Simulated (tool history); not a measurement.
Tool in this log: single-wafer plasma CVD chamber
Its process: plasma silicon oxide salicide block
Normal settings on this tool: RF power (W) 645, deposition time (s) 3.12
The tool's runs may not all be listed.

| run | hour | RF power (W) | deposition time (s) | wafers since the last listed run | hours since the last RF generator calibration | hours since the showerhead was replaced | hours since the gauge calibration | read-back reference wafer on the same gauge, thickness_nm | mean film thickness on the monitor wafer (angstrom) |
|---|---|---|---|---|---|---|---|---|---|
| 1 | 0.0 | 645 | 3.26 | 0 | 290.4 | 5002.9 | 1491.9 | 32.350 | 315.60 |
| 2 | 53.2 | 645 | 3.26 | 1630 | 343.6 | 5056.1 | 1545.1 | 32.326 | 315.54 |
| 3 | 84.9 | 645 | 3.26 | 971 | 375.3 | 5087.8 | 1576.8 | 32.276 | 315.34 |
| 4 | 120.7 | 645 | 3.28 | 1097 | 411.1 | 5123.6 | 1612.6 | 32.287 | 317.11 |
| 5 | 300.8 | 645 | 3.28 | 5519 | 591.2 | 5303.7 | 1792.7 | 32.331 | 315.93 |
| 6 | 329.6 | 645 | 3.28 | 882 | 620.0 | 5332.5 | 1821.5 | 32.313 | 316.97 |
| 7 | 401.0 | 645 | 3.12 | 2188 | 691.4 | 5403.9 | 1892.9 | 32.294 | 299.86 |
| 8 | 449.4 | 645 | 2.76 | 1483 | 739.8 | 5452.3 | 1941.3 | 32.268 | 266.11 |
| 9 | 500.9 | 645 | 3.12 | 1578 | 791.3 | 5503.8 | 1992.8 | 32.291 | 300.09 |
| 10 | 569.2 | 645 | 3.29 | 2093 | 859.6 | 5572.1 | 2061.1 | 32.320 | 315.50 |
| 11 | 618.3 | 735 | 3.12 | 1504 | 908.7 | 5621.2 | 2110.2 | 32.313 | 314.87 |
| 12 | 661.5 | 735 | 3.12 | 1323 | 951.9 | 5664.4 | 2153.4 | 32.247 | 318.39 |
| 13 | 697.5 | 735 | 3.12 | 1103 | 987.9 | 5700.4 | 2189.4 | 32.287 | 314.59 |
| 14 | 722.4 | 645 | 3.12 | 763 | 1012.8 | 5725.3 | 2214.3 | 32.266 | 296.17 |
| 15 | 776.1 | 645 | 3.12 | 1645 | 1066.5 | 5779.0 | 2268.0 | 32.250 | 298.19 |
| 16 | 803.3 | 645 | 3.12 | 833 | 1093.7 | 5806.2 | 2295.2 | 32.374 | 297.88 |
| 17 | 870.0 | 645 | 3.12 | 2044 | 1160.4 | 5872.9 | 2361.9 | 32.362 | 297.35 |
| 18 | 933.6 | 645 | 3.12 | 1949 | 1224.0 | 5936.5 | 2425.5 | 32.302 | 296.98 |
| 19 | 966.7 | 700 | 3.12 | 1014 | 1257.1 | 5969.6 | 2458.6 | 32.279 | 306.41 |
|  | 977.9 | showerhead replaced |
| 20 | 1005.3 | 700 | 3.12 | 937 | 1295.7 | 27.4 | 2497.2 | 32.268 | 307.95 |
| 21 | 1073.5 | 700 | 3.12 | 2090 | 1363.9 | 95.6 | 2565.4 | 32.311 | 308.28 |
| 22 | 1264.2 | 770 | 3.67 | 5844 | 1554.6 | 286.3 | 2756.1 | 32.302 | 370.87 |
| 23 | 1295.5 | 645 | 3.12 | 959 | 1585.9 | 317.6 | 2787.4 | 32.281 | 292.89 |
| 24 | 1334.3 | 770 | 2.55 | 1189 | 1624.7 | 356.4 | 2826.2 | 32.232 | 260.88 |
|  | 1349.0 | gauge calibrated |
| 25 | 1387.9 | 645 | 3.12 | 1642 | 1678.3 | 410.0 | 38.9 | 32.313 | 291.44 |
|  | 1453.5 | RF generator calibrated |
| 26 | 1454.0 | 580 | 3.59 | 1780 | 0.5 | 476.1 | 105.0 | 32.284 | 329.76 |
| 27 | 1489.4 | 545 | 2.88 | 1084 | 35.9 | 511.5 | 140.4 | 32.266 | 260.70 |
| 28 | 1559.8 | 525 | 3.60 | 2157 | 106.3 | 581.9 | 210.8 | 32.297 | 316.11 |
| 29 | 1598.6 | 685 | 3.12 | 1189 | 145.1 | 620.7 | 249.6 | 32.309 | 310.21 |
| 30 | 1624.3 | 550 | 3.12 | 787 | 170.8 | 646.4 | 275.3 | 32.269 | 281.95 |
| 31 | 1687.1 | 605 | 2.54 | 1924 | 233.6 | 709.2 | 338.1 | 32.281 | 240.21 |
| 32 | 1733.9 | 645 | 3.12 | 1434 | 280.4 | 756.0 | 384.9 | 32.322 | 302.63 |
| 33 | 1797.2 | 725 | 2.86 | 1939 | 343.7 | 819.3 | 448.2 | 32.374 | 292.20 |
| 34 | 1833.9 | 645 | 3.74 | 1124 | 380.4 | 856.0 | 484.9 | 32.288 | 362.54 |
| 35 | 1892.9 | 565 | 2.65 | 1808 | 439.4 | 915.0 | 543.9 | 32.306 | 240.59 |
| 36 | 1954.6 | 680 | 2.89 | 1890 | 501.1 | 976.7 | 605.6 | 32.323 | 284.86 |
| 37 | 2013.5 | 535 | 3.12 | 1805 | 560.0 | 1035.6 | 664.5 | 32.296 | 276.05 |
| 38 | 2037.5 | 645 | 2.92 | 735 | 584.0 | 1059.6 | 688.5 | 32.346 | 280.48 |
| 39 | 2107.4 | 645 | 3.12 | 2142 | 653.9 | 1129.5 | 758.4 | 32.321 | 301.25 |
| 40 | 2139.1 | 645 | 3.60 | 971 | 685.6 | 1161.2 | 790.1 | 32.310 | 346.35 |
| 41 | 2180.9 | 595 | 3.47 | 1281 | 727.4 | 1203.0 | 831.9 | 32.332 | 321.42 |
| 42 | 2212.9 | 740 | 2.84 | 980 | 759.4 | 1235.0 | 863.9 | 32.298 | 289.68 |

List, for all runs, the conditions of the tool that the log does not record:
gauge reads high (%): 0 at every run
H1: delivered RF power above the setpoint (%)
| run | H1 |
|---|---|
| 1 | -1.62 |
| 2 | -1.86 |
| 3 | -2 |
| 4 | -2.15 |
| 5 | -2.94 |
| 6 | -3.07 |
| 7 | -3.38 |
| 8 | -3.6 |
| 9 | -3.82 |
| 10 | -4.12 |
| 11 | -4.34 |
| 12 | -4.53 |
| 13 | -4.69 |
| 14 | -4.8 |
| 15 | -5.03 |
| 16 | -5.15 |
| 17 | -5.44 |
| 18 | -5.72 |
| 19 | -5.87 |
| 20 | -6.04 |
| 21 | -6.34 |
| 22 | -7.18 |
| 23 | -7.31 |
| 24 | -7.48 |
| 25 | -7.72 |
| 26 | -0.682 |
| 27 | -0.838 |
| 28 | -1.15 |
| 29 | -1.32 |
| 30 | -1.43 |
| 31 | -1.71 |
| 32 | -1.91 |
| 33 | -2.19 |
| 34 | -2.35 |
| 35 | -2.61 |
| 36 | -2.88 |
| 37 | -3.14 |
| 38 | -3.24 |
| 39 | -3.55 |
| 40 | -3.69 |
| 41 | -3.87 |
| 42 | -4.02 |
